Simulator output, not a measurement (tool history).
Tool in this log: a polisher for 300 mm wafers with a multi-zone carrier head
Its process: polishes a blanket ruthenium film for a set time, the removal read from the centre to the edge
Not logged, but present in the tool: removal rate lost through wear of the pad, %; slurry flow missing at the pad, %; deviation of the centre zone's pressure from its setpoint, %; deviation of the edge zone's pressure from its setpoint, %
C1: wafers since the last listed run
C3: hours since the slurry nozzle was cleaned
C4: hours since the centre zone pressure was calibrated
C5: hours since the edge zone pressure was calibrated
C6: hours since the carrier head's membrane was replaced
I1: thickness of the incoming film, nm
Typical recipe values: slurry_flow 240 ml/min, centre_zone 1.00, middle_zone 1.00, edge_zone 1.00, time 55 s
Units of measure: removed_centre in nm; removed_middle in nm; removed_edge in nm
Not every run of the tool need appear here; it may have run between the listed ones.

run 1 hour=0.0 | slurry_flow=240 centre_zone=1.00 middle_zone=1.00 edge_zone=1.00 time=55 | C1=0 wafers_polished_on_this_pad=3057 C3=414.2 C4=335.8 C5=582.7 C6=192.8 | I1=493.9 | removed_centre=82.9 removed_middle=77.5 removed_edge=78.8
run 2 hour=33.0 | slurry_flow=240 centre_zone=1.00 middle_zone=1.00 edge_zone=1.00 time=55 | C1=409 wafers_polished_on_this_pad=3466 C3=447.2 C4=368.8 C5=615.7 C6=225.8 | I1=503.4 | removed_centre=82.4 removed_middle=77.1 removed_edge=77.0
run 3 hour=95.6 | slurry_flow=165 centre_zone=0.93 middle_zone=1.00 edge_zone=1.00 time=50 | C1=776 wafers_polished_on_this_pad=4242 C3=509.8 C4=431.4 C5=678.3 C6=288.4 | I1=497.1 | removed_centre=65.8 removed_middle=66.9 removed_edge=69.9
-- hour=99.9 slurry nozzle cleaned
run 4 hour=124.8 | slurry_flow=240 centre_zone=1.00 middle_zone=1.00 edge_zone=1.00 time=55 | C1=349 wafers_polished_on_this_pad=4592 C3=24.9 C4=460.6 C5=707.5 C6=317.6 | I1=503.7 | removed_centre=82.5 removed_middle=78.8 removed_edge=78.6
-- hour=190.0 worn pad replaced by a new one
run 5 hour=288.9 | slurry_flow=240 centre_zone=1.00 middle_zone=1.00 edge_zone=1.00 time=55 | C1=1984 wafers_polished_on_this_pad=1226 C3=189.0 C4=624.7 C5=871.6 C6=481.7 | I1=510.7 | removed_centre=82.4 removed_middle=77.4 removed_edge=79.3
run 6 hour=345.1 | slurry_flow=240 centre_zone=1.10 middle_zone=1.00 edge_zone=1.00 time=55 | C1=696 wafers_polished_on_this_pad=1923 C3=245.2 C4=680.9 C5=927.8 C6=537.9 | I1=506.9 | removed_centre=91.0 removed_middle=78.0 removed_edge=78.8
run 7 hour=387.9 | slurry_flow=325 centre_zone=0.93 middle_zone=1.00 edge_zone=1.00 time=55 | C1=530 wafers_polished_on_this_pad=2453 C3=288.0 C4=723.7 C5=970.6 C6=580.7 | I1=505.4 | removed_centre=80.7 removed_middle=79.6 removed_edge=79.1
-- hour=468.1 edge zone pressure recalibrated
run 8 hour=536.7 | slurry_flow=305 centre_zone=1.00 middle_zone=1.00 edge_zone=1.00 time=55 | C1=1819 wafers_polished_on_this_pad=4273 C3=436.8 C4=872.5 C5=68.6 C6=729.5 | I1=504.8 | removed_centre=86.3 removed_middle=79.0 removed_edge=80.9
run 9 hour=604.3 | slurry_flow=240 centre_zone=1.00 middle_zone=1.00 edge_zone=1.11 time=66 | C1=837 wafers_polished_on_this_pad=5111 C3=504.4 C4=940.1 C5=136.2 C6=797.1 | I1=502.2 | removed_centre=101.6 removed_middle=94.7 removed_edge=100.4
-- hour=655.9 worn pad replaced by a new one
-- hour=732.8 slurry nozzle cleaned
run 10 hour=805.3 | slurry_flow=165 centre_zone=1.00 middle_zone=1.00 edge_zone=1.00 time=65 | C1=2429 wafers_polished_on_this_pad=1839 C3=72.5 C4=1141.1 C5=337.2 C6=998.1 | I1=490.4 | removed_centre=93.9 removed_middle=85.3 removed_edge=90.0
run 11 hour=829.6 | slurry_flow=240 centre_zone=1.12 middle_zone=1.00 edge_zone=0.93 time=48 | C1=301 wafers_polished_on_this_pad=2140 C3=96.8 C4=1165.4 C5=361.5 C6=1022.4 | I1=493.4 | removed_centre=83.6 removed_middle=67.6 removed_edge=65.5
-- hour=867.4 centre zone pressure recalibrated
run 12 hour=867.9 | slurry_flow=265 centre_zone=1.07 middle_zone=1.00 edge_zone=1.00 time=55 | C1=449 wafers_polished_on_this_pad=2590 C3=135.1 C4=0.5 C5=399.8 C6=1060.7 | I1=510.6 | removed_centre=86.1 removed_middle=78.3 removed_edge=80.8
run 13 hour=924.6 | slurry_flow=215 centre_zone=1.00 middle_zone=1.00 edge_zone=1.00 time=55 | C1=702 wafers_polished_on_this_pad=3293 C3=191.8 C4=57.2 C5=456.5 C6=1117.4 | I1=500.3 | removed_centre=79.7 removed_middle=77.6 removed_edge=78.6
-- hour=935.0 carrier head's membrane replaced by a new one
run 14 hour=963.6 | slurry_flow=170 centre_zone=1.11 middle_zone=1.09 edge_zone=1.05 time=55 | C1=421 wafers_polished_on_this_pad=3714 C3=230.8 C4=96.2 C5=495.5 C6=28.6 | I1=503.7 | removed_centre=83.0 removed_middle=78.3 removed_edge=77.6
run 15 hour=1009.9 | slurry_flow=240 centre_zone=1.00 middle_zone=1.00 edge_zone=1.00 time=55 | C1=573 wafers_polished_on_this_pad=4288 C3=277.1 C4=142.5 C5=541.8 C6=74.9 | I1=492.6 | removed_centre=79.1 removed_middle=77.8 removed_edge=80.1
run 16 hour=1053.8 | slurry_flow=240 centre_zone=1.00 middle_zone=1.00 edge_zone=1.00 time=55 | C1=544 wafers_polished_on_this_pad=4832 C3=321.0 C4=186.4 C5=585.7 C6=118.8 | I1=505.5 | removed_centre=80.6 removed_middle=76.6 removed_edge=78.1
run 17 hour=1084.8 | slurry_flow=240 centre_zone=1.11 middle_zone=1.00 edge_zone=0.94 time=55 | C1=384 wafers_polished_on_this_pad=5217 C3=352.0 C4=217.4 C5=616.7 C6=149.8 | I1=502.0 | removed_centre=88.4 removed_middle=78.1 removed_edge=74.7
run 18 hour=1121.7 | slurry_flow=240 centre_zone=1.00 middle_zone=0.88 edge_zone=0.93 time=55 | C1=457 wafers_polished_on_this_pad=5674 C3=388.9 C4=254.3 C5=653.6 C6=186.7 | I1=499.8 | removed_centre=80.7 removed_middle=72.0 removed_edge=74.2
-- hour=1129.8 worn pad replaced by a new one
run 19 hour=1173.1 | slurry_flow=200 centre_zone=1.00 middle_zone=0.96 edge_zone=1.00 time=55 | C1=587 wafers_polished_on_this_pad=536 C3=440.3 C4=305.7 C5=705.0 C6=238.1 | I1=504.2 | removed_centre=78.7 removed_middle=74.1 removed_edge=77.8
run 20 hour=1232.8 | slurry_flow=240 centre_zone=1.00 middle_zone=1.00 edge_zone=1.00 time=55 | C1=740 wafers_polished_on_this_pad=1276 C3=500.0 C4=365.4 C5=764.7 C6=297.8 | I1=500.1 | removed_centre=80.4 removed_middle=76.7 removed_edge=77.1
run 21 hour=1298.8 | slurry_flow=240 centre_zone=1.10 middle_zone=1.00 edge_zone=1.00 time=55 | C1=818 wafers_polished_on_this_pad=2094 C3=566.0 C4=431.4 C5=830.7 C6=363.8 | I1=501.8 | removed_centre=90.1 removed_middle=76.9 removed_edge=81.1
run 22 hour=1397.9 | slurry_flow=270 centre_zone=0.89 middle_zone=1.06 edge_zone=0.90 time=55 | C1=1228 wafers_polished_on_this_pad=3322 C3=665.1 C4=530.5 C5=929.8 C6=462.9 | I1=492.3 | removed_centre=74.1 removed_middle=81.7 removed_edge=77.1

Forecast each of these 4 alternatives for the next run:
run A hour=1398.3 | slurry_flow=160 centre_zone=1.00 middle_zone=1.00 edge_zone=1.00 time=55 | C1=4 wafers_polished_on_this_pad=3327 C3=665.5 C4=530.9 C5=930.2 C6=463.3 | I1=491.0 | removed_centre=? removed_middle=? removed_edge=?
run B hour=1398.3 | slurry_flow=190 centre_zone=1.00 middle_zone=1.00 edge_zone=1.00 time=55 | C1=4 wafers_polished_on_this_pad=3327 C3=665.5 C4=530.9 C5=930.2 C6=463.3 | I1=491.0 | removed_centre=? removed_middle=? removed_edge=?
run C hour=1398.3 | slurry_flow=180 centre_zone=1.00 middle_zone=1.00 edge_zone=1.00 time=47 | C1=4 wafers_polished_on_this_pad=3327 C3=665.5 C4=530.9 C5=930.2 C6=463.3 | I1=491.0 | removed_centre=? removed_middle=? removed_edge=?
run D hour=1398.3 | slurry_flow=240 centre_zone=1.00 middle_zone=1.09 edge_zone=1.00 time=55 | C1=4 wafers_polished_on_this_pad=3327 C3=665.5 C4=530.9 C5=930.2 C6=463.3 | I1=491.0 | removed_centre=? removed_middle=? removed_edge=?

run=A removed_centre=76.3 removed_middle=74.0 removed_edge=77.4
run=B removed_centre=78.9 removed_middle=76.2 removed_edge=79.1
run=C removed_centre=66.8 removed_middle=64.6 removed_edge=67.2
run=D removed_centre=81.9 removed_middle=83.5 removed_edge=81.0
Take away the tool's hidden state, keep each run's random variation, and the runs would have read:
run=A removed_centre=74.3 removed_middle=74.0 removed_edge=77.4
run=B removed_centre=76.8 removed_middle=76.2 removed_edge=79.1
run=C removed_centre=65.0 removed_middle=64.6 removed_edge=67.2
run=D removed_centre=79.7 removed_middle=83.5 removed_edge=81.0
